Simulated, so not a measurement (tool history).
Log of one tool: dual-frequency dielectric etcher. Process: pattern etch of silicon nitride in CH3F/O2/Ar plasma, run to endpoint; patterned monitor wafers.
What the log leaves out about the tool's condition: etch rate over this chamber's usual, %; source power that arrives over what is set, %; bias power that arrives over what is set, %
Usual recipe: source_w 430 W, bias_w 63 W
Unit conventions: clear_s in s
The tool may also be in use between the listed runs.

run   hour  source_w  bias_w  wafers since the last listed run  hours since the last wet clean  hours since the last source power generator calibration  hours since the last bias power generator calibration  hours since the last upper electrode change  incoming incoming film thickness, nm  clear_s
  1    0.0       430      63                                 0                           341.3                                                   4032.6                                                 1382.3                                       4466.1                                 31.15     46.2
  2   13.1       480      63                               123                           354.4                                                   4045.7                                                 1395.4                                       4479.2                                 30.66     44.7
  3   39.6       480      63                               250                           380.9                                                   4072.2                                                 1421.9                                       4505.7                                 30.44     44.7
  4   57.4       480      63                               168                           398.7                                                   4090.0                                                 1439.7                                       4523.5                                 30.89     44.2
  5   91.2       500      63                               319                           432.5                                                   4123.8                                                 1473.5                                       4557.3                                 30.75     44.1
  6  118.8       500      63                               260                           460.1                                                   4151.4                                                 1501.1                                       4584.9                                 30.47     44.1
  7  152.9       500      63                               321                           494.2                                                   4185.5                                                 1535.2                                       4619.0                                 30.60     43.9
  8  165.5       430      63                               118                           506.8                                                   4198.1                                                 1547.8                                       4631.6                                 30.80     46.7
  9  179.5       430      63                               132                           520.8                                                   4212.1                                                 1561.8                                       4645.6                                 30.64     46.4
     196.1  -- source power generator calibrated
 10  215.0       430      63                               297                           556.3                                                     18.9                                                 1597.3                                       4681.1                                 30.72     47.0
 11  249.3       430      63                               323                           590.6                                                     53.2                                                 1631.6                                       4715.4                                 30.88     48.1
     278.8  -- wet clean of the chamber
 12  279.3       430      63                                56                             0.5                                                     83.2                                                 1661.6                                       4745.4                                 30.95     44.8
 13  280.9       430      63                                15                             2.1                                                     84.8                                                 1663.2                                       4747.0                                 30.89     44.2
 14  301.3       380      63                               192                            22.5                                                    105.2                                                 1683.6                                       4767.4                                 30.86     47.0
 15  314.4       340      69                               123                            35.6                                                    118.3                                                 1696.7                                       4780.5                                 30.48     46.7
 16  330.6       530      58                               152                            51.8                                                    134.5                                                 1712.9                                       4796.7                                 30.43     42.2
 17  350.5       430      63                               187                            71.7                                                    154.4                                                 1732.8                                       4816.6                                 30.81     45.1
 18  377.5       490      49                               254                            98.7                                                    181.4                                                 1759.8                                       4843.6                                 30.60     46.3
 19  397.4       430      63                               187                           118.6                                                    201.3                                                 1779.7                                       4863.5                                 30.79     45.0
 20  416.0       460      57                               175                           137.2                                                    219.9                                                 1798.3                                       4882.1                                 30.32     45.1
 21  450.4       430      63                               324                           171.6                                                    254.3                                                 1832.7                                       4916.5                                 30.61     45.3
 22  474.9       480      63                               231                           196.1                                                    278.8                                                 1857.2                                       4941.0                                 30.72     43.4
 23  489.4       430      63                               136                           210.6                                                    293.3                                                 1871.7                                       4955.5                                 30.66     45.2
     496.3  -- bias power generator calibrated
 24  514.7       340      72                               201                           235.9                                                    318.6                                                   18.4                                       4980.8                                 30.61     46.9
 25  543.8       360      76                               274                           265.0                                                    347.7                                                   47.5                                       5009.9                                 30.86     45.3
     600.7  -- upper electrode replaced
 26  601.2       430      63                               315                           322.4                                                    405.1                                                  104.9                                          0.5                                 30.90     46.1
 27  601.5       520      63                                 2                           322.7                                                    405.4                                                  105.2                                          0.8                                 30.63     42.7
 28  623.7       340      69                               209                           344.9                                                    427.6                                                  127.4                                         23.0                                 30.64     47.8
 29  653.3       530      52                               279                           374.5                                                    457.2                                                  157.0                                         52.6                                 30.50     44.7
 30  673.4       430      63                               189                           394.6                                                    477.3                                                  177.1                                         72.7                                 30.82     45.9
 31  701.9       330      78                               269                           423.1                                                    505.8                                                  205.6                                        101.2                                 30.62     47.6
 32  724.8       380      78                               216                           446.0                                                    528.7                                                  228.5                                        124.1                                 30.69     45.8
 33  758.7       350      77                               320                           479.9                                                    562.6                                                  262.4                                        158.0                                 30.92     46.9
     839.0  -- wet clean of the chamber
 34  839.5       430      63                               536                             0.5                                                    643.4                                                  343.2                                        238.8                                 31.01     44.8
 35  851.9       510      53                               117                            12.9                                                    655.8                                                  355.6                                        251.2                                 30.52     43.7

4 ways to go on from here, each from the tool as it stands after run 35. What would each give?
  A  852.3       530      63                                 3                            13.3                                                    656.2                                                  356.0                                        251.6                                 30.62        ?
  B  852.3       510      63                                 3                            13.3                                                    656.2                                                  356.0                                        251.6                                 30.62        ?
  C  852.3       500      50                                 3                            13.3                                                    656.2                                                  356.0                                        251.6                                 30.62        ?
  D  852.3       320      57                                 3                            13.3                                                    656.2                                                  356.0                                        251.6                                 30.62        ?

run  clear_s
  A     41.0
  B     41.5
  C     44.5
  D     49.9
Had the tool no hidden state, the same runs would have come out as:
run  clear_s
  A     40.8
  B     41.3
  C     44.3
  D     49.7

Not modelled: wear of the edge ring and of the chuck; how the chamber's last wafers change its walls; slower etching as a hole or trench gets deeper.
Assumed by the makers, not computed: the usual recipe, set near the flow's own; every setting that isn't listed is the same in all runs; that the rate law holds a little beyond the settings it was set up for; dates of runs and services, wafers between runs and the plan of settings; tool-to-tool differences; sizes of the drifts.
